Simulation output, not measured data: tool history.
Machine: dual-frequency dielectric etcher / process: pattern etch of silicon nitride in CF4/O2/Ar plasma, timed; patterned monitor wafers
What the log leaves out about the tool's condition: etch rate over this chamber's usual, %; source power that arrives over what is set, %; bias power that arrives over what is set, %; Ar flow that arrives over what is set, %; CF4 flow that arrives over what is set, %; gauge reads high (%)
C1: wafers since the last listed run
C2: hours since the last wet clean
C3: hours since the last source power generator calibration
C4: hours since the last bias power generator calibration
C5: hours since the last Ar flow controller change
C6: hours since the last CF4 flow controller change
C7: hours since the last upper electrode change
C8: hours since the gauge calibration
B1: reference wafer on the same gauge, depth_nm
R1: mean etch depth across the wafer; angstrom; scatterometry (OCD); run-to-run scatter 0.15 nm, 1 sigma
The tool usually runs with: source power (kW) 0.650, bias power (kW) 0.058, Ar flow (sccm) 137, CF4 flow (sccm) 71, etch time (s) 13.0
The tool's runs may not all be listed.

run 1 hour=0.0 | source_power_(kW)=0.510 bias_power_(kW)=0.058 Ar_flow_(sccm)=137 CF4_flow_(sccm)=80 etch_time_(s)=9.0 | C1=0 C2=234.6 C3=3435.3 C4=5103.3 C5=317.2 C6=226.4 C7=234.1 C8=142.7 | B1=26.69 | R1=191.4
run 2 hour=26.8 | source_power_(kW)=0.590 bias_power_(kW)=0.066 Ar_flow_(sccm)=149 CF4_flow_(sccm)=60 etch_time_(s)=13.0 | C1=374 C2=261.4 C3=3462.1 C4=5130.1 C5=344.0 C6=253.2 C7=260.9 C8=169.5 | B1=26.67 | R1=307.7
run 3 hour=39.3 | source_power_(kW)=0.780 bias_power_(kW)=0.058 Ar_flow_(sccm)=137 CF4_flow_(sccm)=71 etch_time_(s)=13.0 | C1=174 C2=273.9 C3=3474.6 C4=5142.6 C5=356.5 C6=265.7 C7=273.4 C8=182.0 | B1=26.69 | R1=359.0
run 4 hour=60.4 | source_power_(kW)=0.650 bias_power_(kW)=0.058 Ar_flow_(sccm)=137 CF4_flow_(sccm)=71 etch_time_(s)=13.0 | C1=294 C2=295.0 C3=3495.7 C4=5163.7 C5=377.6 C6=286.8 C7=294.5 C8=203.1 | B1=26.74 | R1=317.2
run 5 hour=85.5 | source_power_(kW)=0.650 bias_power_(kW)=0.058 Ar_flow_(sccm)=104 CF4_flow_(sccm)=71 etch_time_(s)=13.0 | C1=350 C2=320.1 C3=3520.8 C4=5188.8 C5=402.7 C6=311.9 C7=319.6 C8=228.2 | B1=26.68 | R1=332.0
run 6 hour=106.6 | source_power_(kW)=0.730 bias_power_(kW)=0.058 Ar_flow_(sccm)=137 CF4_flow_(sccm)=86 etch_time_(s)=13.0 | C1=294 C2=341.2 C3=3541.9 C4=5209.9 C5=423.8 C6=333.0 C7=340.7 C8=249.3 | B1=26.66 | R1=349.8
-- hour=145.6 source power generator calibrated
run 7 hour=146.1 | source_power_(kW)=0.650 bias_power_(kW)=0.058 Ar_flow_(sccm)=137 CF4_flow_(sccm)=71 etch_time_(s)=13.0 | C1=495 C2=380.7 C3=0.5 C4=5249.4 C5=463.3 C6=372.5 C7=380.2 C8=288.8 | B1=26.74 | R1=319.1
-- hour=165.6 bias power generator calibrated
run 8 hour=175.6 | source_power_(kW)=0.650 bias_power_(kW)=0.058 Ar_flow_(sccm)=137 CF4_flow_(sccm)=63 etch_time_(s)=13.0 | C1=355 C2=410.2 C3=30.0 C4=10.0 C5=492.8 C6=402.0 C7=409.7 C8=318.3 | B1=26.70 | R1=314.0
run 9 hour=194.8 | source_power_(kW)=0.650 bias_power_(kW)=0.058 Ar_flow_(sccm)=137 CF4_flow_(sccm)=58 etch_time_(s)=13.0 | C1=268 C2=429.4 C3=49.2 C4=29.2 C5=512.0 C6=421.2 C7=428.9 C8=337.5 | B1=26.70 | R1=309.0
run 10 hour=222.4 | source_power_(kW)=0.550 bias_power_(kW)=0.058 Ar_flow_(sccm)=137 CF4_flow_(sccm)=71 etch_time_(s)=15.5 | C1=385 C2=457.0 C3=76.8 C4=56.8 C5=539.6 C6=448.8 C7=456.5 C8=365.1 | B1=26.77 | R1=335.9
run 11 hour=248.0 | source_power_(kW)=0.650 bias_power_(kW)=0.052 Ar_flow_(sccm)=110 CF4_flow_(sccm)=87 etch_time_(s)=10.5 | C1=357 C2=482.6 C3=102.4 C4=82.4 C5=565.2 C6=474.4 C7=482.1 C8=390.7 | B1=26.75 | R1=258.7
run 12 hour=279.2 | source_power_(kW)=0.650 bias_power_(kW)=0.058 Ar_flow_(sccm)=137 CF4_flow_(sccm)=71 etch_time_(s)=12.0 | C1=435 C2=513.8 C3=133.6 C4=113.6 C5=596.4 C6=505.6 C7=513.3 C8=421.9 | B1=26.70 | R1=290.3
run 13 hour=299.2 | source_power_(kW)=0.650 bias_power_(kW)=0.058 Ar_flow_(sccm)=118 CF4_flow_(sccm)=71 etch_time_(s)=13.0 | C1=279 C2=533.8 C3=153.6 C4=133.6 C5=616.4 C6=525.6 C7=533.3 C8=441.9 | B1=26.66 | R1=323.3
-- hour=339.2 wet clean of the chamber
run 14 hour=339.7 | source_power_(kW)=0.700 bias_power_(kW)=0.058 Ar_flow_(sccm)=137 CF4_flow_(sccm)=71 etch_time_(s)=13.0 | C1=230 C2=0.5 C3=194.1 C4=174.1 C5=656.9 C6=566.1 C7=573.8 C8=482.4 | B1=26.71 | R1=340.7
run 15 hour=359.4 | source_power_(kW)=0.710 bias_power_(kW)=0.058 Ar_flow_(sccm)=152 CF4_flow_(sccm)=71 etch_time_(s)=13.0 | C1=274 C2=20.2 C3=213.8 C4=193.8 C5=676.6 C6=585.8 C7=593.5 C8=502.1 | B1=26.68 | R1=337.0
run 16 hour=381.8 | source_power_(kW)=0.650 bias_power_(kW)=0.058 Ar_flow_(sccm)=127 CF4_flow_(sccm)=84 etch_time_(s)=13.0 | C1=312 C2=42.6 C3=236.2 C4=216.2 C5=699.0 C6=608.2 C7=615.9 C8=524.5 | B1=26.65 | R1=332.3
run 17 hour=401.0 | source_power_(kW)=0.650 bias_power_(kW)=0.058 Ar_flow_(sccm)=137 CF4_flow_(sccm)=63 etch_time_(s)=13.0 | C1=268 C2=61.8 C3=255.4 C4=235.4 C5=718.2 C6=627.4 C7=635.1 C8=543.7 | B1=26.76 | R1=321.2
run 18 hour=426.9 | source_power_(kW)=0.720 bias_power_(kW)=0.064 Ar_flow_(sccm)=124 CF4_flow_(sccm)=55 etch_time_(s)=13.0 | C1=361 C2=87.7 C3=281.3 C4=261.3 C5=744.1 C6=653.3 C7=661.0 C8=569.6 | B1=26.66 | R1=356.8
run 19 hour=460.5 | source_power_(kW)=0.650 bias_power_(kW)=0.058 Ar_flow_(sccm)=137 CF4_flow_(sccm)=71 etch_time_(s)=13.0 | C1=469 C2=121.3 C3=314.9 C4=294.9 C5=777.7 C6=686.9 C7=694.6 C8=603.2 | B1=26.70 | R1=321.5
run 20 hour=489.5 | source_power_(kW)=0.530 bias_power_(kW)=0.058 Ar_flow_(sccm)=137 CF4_flow_(sccm)=71 etch_time_(s)=11.0 | C1=404 C2=150.3 C3=343.9 C4=323.9 C5=806.7 C6=715.9 C7=723.6 C8=632.2 | B1=26.70 | R1=239.3

5 options for the next run, each taken on its own from the tool as it stands now. Forecast them:
run A hour=489.9 | source_power_(kW)=0.650 bias_power_(kW)=0.058 Ar_flow_(sccm)=137 CF4_flow_(sccm)=71 etch_time_(s)=13.0 | C1=5 C2=150.7 C3=344.3 C4=324.3 C5=807.1 C6=716.3 C7=724.0 C8=632.6 | B1=? | R1=?
run B hour=489.9 | source_power_(kW)=0.650 bias_power_(kW)=0.071 Ar_flow_(sccm)=137 CF4_flow_(sccm)=71 etch_time_(s)=13.0 | C1=5 C2=150.7 C3=344.3 C4=324.3 C5=807.1 C6=716.3 C7=724.0 C8=632.6 | B1=? | R1=?
run C hour=489.9 | source_power_(kW)=0.650 bias_power_(kW)=0.047 Ar_flow_(sccm)=160 CF4_flow_(sccm)=80 etch_time_(s)=13.0 | C1=5 C2=150.7 C3=344.3 C4=324.3 C5=807.1 C6=716.3 C7=724.0 C8=632.6 | B1=? | R1=?
run D hour=489.9 | source_power_(kW)=0.780 bias_power_(kW)=0.070 Ar_flow_(sccm)=154 CF4_flow_(sccm)=63 etch_time_(s)=13.0 | C1=5 C2=150.7 C3=344.3 C4=324.3 C5=807.1 C6=716.3 C7=724.0 C8=632.6 | B1=? | R1=?
run E hour=489.9 | source_power_(kW)=0.650 bias_power_(kW)=0.071 Ar_flow_(sccm)=164 CF4_flow_(sccm)=55 etch_time_(s)=13.0 | C1=5 C2=150.7 C3=344.3 C4=324.3 C5=807.1 C6=716.3 C7=724.0 C8=632.6 | B1=? | R1=?

run=A B1=26.71 R1=320.6
run=B B1=26.71 R1=350.8
run=C B1=26.71 R1=287.3
run=D B1=26.71 R1=381.1
run=E B1=26.71 R1=333.3
With no hidden state in the tool, these same runs would have given:
run=A R1=322.7
run=B R1=353.1
run=C R1=289.2
run=D R1=383.6
run=E R1=335.4

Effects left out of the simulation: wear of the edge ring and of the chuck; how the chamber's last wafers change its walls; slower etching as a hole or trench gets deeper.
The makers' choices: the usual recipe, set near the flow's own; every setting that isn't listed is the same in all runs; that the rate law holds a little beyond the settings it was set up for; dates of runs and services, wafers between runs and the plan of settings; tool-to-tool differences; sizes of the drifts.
